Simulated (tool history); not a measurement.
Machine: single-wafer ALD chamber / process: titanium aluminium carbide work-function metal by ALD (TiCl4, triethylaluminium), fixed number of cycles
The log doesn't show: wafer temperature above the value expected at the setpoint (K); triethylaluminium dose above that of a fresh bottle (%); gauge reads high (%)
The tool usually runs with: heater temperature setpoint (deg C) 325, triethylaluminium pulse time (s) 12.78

run,hour,heater temperature setpoint (deg C),triethylaluminium pulse time (s),wafers since the last listed run,hours since the last thermocouple change,hours since the last triethylaluminium bottle change,hours since the showerhead was replaced,hours since the gauge calibration,"read-back reference wafer on the same gauge, thickness_nm",mean film thickness on the monitor wafer (Å)
1,0,325,12.78,0,1435.9,433.3,2320,1918,2.094,21.78
2,79,325,12.78,1008,1514.9,512.3,2399,1997,2.104,21.75
# hour 105.3: thermocouple changed; heater temperature recalibrated
3,178.1,325,12.78,1162,72.8,611.4,2498.1,2096.1,2.099,22.1
4,252.1,325,12.78,944,146.8,685.4,2572.1,2170.1,2.095,22.08
5,289.4,325,12.78,476,184.1,722.7,2609.4,2207.4,2.102,22.19
6,350,325,12.78,773,244.7,783.3,2670,2268,2.101,22.36
7,393.1,325,12.78,550,287.8,826.4,2713.1,2311.1,2.102,22.05
8,436,325,12.78,547,330.7,869.3,2756,2354,2.095,22.01
# hour 473.2: triethylaluminium bottle replaced
9,509.8,325,12.78,839,404.5,36.6,2829.8,2427.8,2.096,22.17
10,559.9,325,12.78,639,454.6,86.7,2879.9,2477.9,2.097,22.34
11,597.4,325,12.78,478,492.1,124.2,2917.4,2515.4,2.099,21.97
12,637.2,325,12.78,508,531.9,164,2957.2,2555.2,2.101,21.94
# hour 717.4: gauge calibrated
13,741,325,12.78,1325,635.7,267.8,3061,23.6,2.102,22
14,841.7,325,12.78,1285,736.4,368.5,3161.7,124.3,2.101,21.89
15,908.1,318,12.78,847,802.8,434.9,3228.1,190.7,2.103,21.39
16,948.5,314,14.97,515,843.2,475.3,3268.5,231.1,2.1,20.96
17,1222.4,329,11.19,3496,1117.1,749.2,3542.4,505,2.101,21.98
# hour 1276.9: showerhead replaced
18,1277.4,325,17.63,599,1172.1,804.2,0.5,560,2.096,22.07
# hour 1321.3: triethylaluminium bottle replaced
19,1362.7,313,15.99,986,1257.4,41.4,85.8,645.3,2.096,20.84
20,1435.6,337,9.24,930,1330.3,114.3,158.7,718.2,2.093,21.91
21,1496.1,325,12.78,772,1390.8,174.8,219.2,778.7,2.1,21.81
22,1604,325,12.78,1377,1498.7,282.7,327.1,886.6,2.099,21.85
23,1660.7,338,14.71,723,1555.4,339.4,383.8,943.3,2.1,23.15
24,1697.8,325,9.01,473,1592.5,376.5,420.9,980.4,2.1,20.34
25,1771.8,332,12.78,944,1666.5,450.5,494.9,1054.4,2.103,22.24
# hour 1828.3: thermocouple changed; heater temperature recalibrated
26,1877.5,319,14.81,1247,49.2,556.2,600.6,1160.1,2.103,21.63
27,1954.4,319,14.81,981,126.1,633.1,677.5,1237,2.103,21.75
28,2008.2,319,9.36,686,179.9,686.9,731.3,1290.8,2.102,20.6
29,2061.6,325,17.68,681,233.3,740.3,784.7,1344.2,2.101,22.4
# hour 2118: triethylaluminium bottle replaced
30,2164.9,330,11.12,1216,336.6,46.9,888,1447.5,2.1,22.3
31,2271.4,332,14.6,1359,443.1,153.4,994.5,1554,2.099,22.98
32,2316.2,319,15.32,571,487.9,198.2,1039.3,1598.8,2.099,21.79
33,2386.1,338,14.37,892,557.8,268.1,1109.2,1668.7,2.099,23.6
34,2491.4,329,8.12,1344,663.1,373.4,1214.5,1774,2.101,20.17

Entry by entry between the runs, the difference in hidden state between the last listed run before and the first listed run after:
Runs 2 to 3: thermocouple changed; heater temperature recalibrated (hour 105.3)
  wafer temperature above the value expected at the setpoint (K): -6.37 -> -0.647
  the result without the hidden state subtracted from the measured one, mean film thickness on the monitor wafer (Å): -0.65 -> -0.07
Runs 8 to 9: triethylaluminium bottle replaced (hour 473.2)
  wafer temperature above the value expected at the setpoint (K): -1.6 -> -1.87
  the result without the hidden state subtracted from the measured one, mean film thickness on the monitor wafer (Å): -0.16 -> -0.19
Runs 12 to 13: gauge calibrated (hour 717.4)
  wafer temperature above the value expected at the setpoint (K): -2.34 -> -2.73
  the result without the hidden state subtracted from the measured one, mean film thickness on the monitor wafer (Å): -0.24 -> -0.28
Runs 17 to 18: showerhead replaced (hour 1276.9)
  wafer temperature above the value expected at the setpoint (K): -4.5 -> -4.71
  the result without the hidden state subtracted from the measured one, mean film thickness on the monitor wafer (Å): -0.45 -> -0.48
Runs 18 to 19: triethylaluminium bottle replaced (hour 1321.3)
  wafer temperature above the value expected at the setpoint (K): -4.71 -> -5.02
  the result without the hidden state subtracted from the measured one, mean film thickness on the monitor wafer (Å): -0.48 -> -0.51
Runs 25 to 26: thermocouple changed; heater temperature recalibrated (hour 1828.3)
  wafer temperature above the value expected at the setpoint (K): -6.53 -> -0.345
  the result without the hidden state subtracted from the measured one, mean film thickness on the monitor wafer (Å): -0.66 -> -0.03
Runs 29 to 30: triethylaluminium bottle replaced (hour 2118)
  wafer temperature above the value expected at the setpoint (K): -1.02 -> -1.41
  the result without the hidden state subtracted from the measured one, mean film thickness on the monitor wafer (Å): -0.11 -> -0.14

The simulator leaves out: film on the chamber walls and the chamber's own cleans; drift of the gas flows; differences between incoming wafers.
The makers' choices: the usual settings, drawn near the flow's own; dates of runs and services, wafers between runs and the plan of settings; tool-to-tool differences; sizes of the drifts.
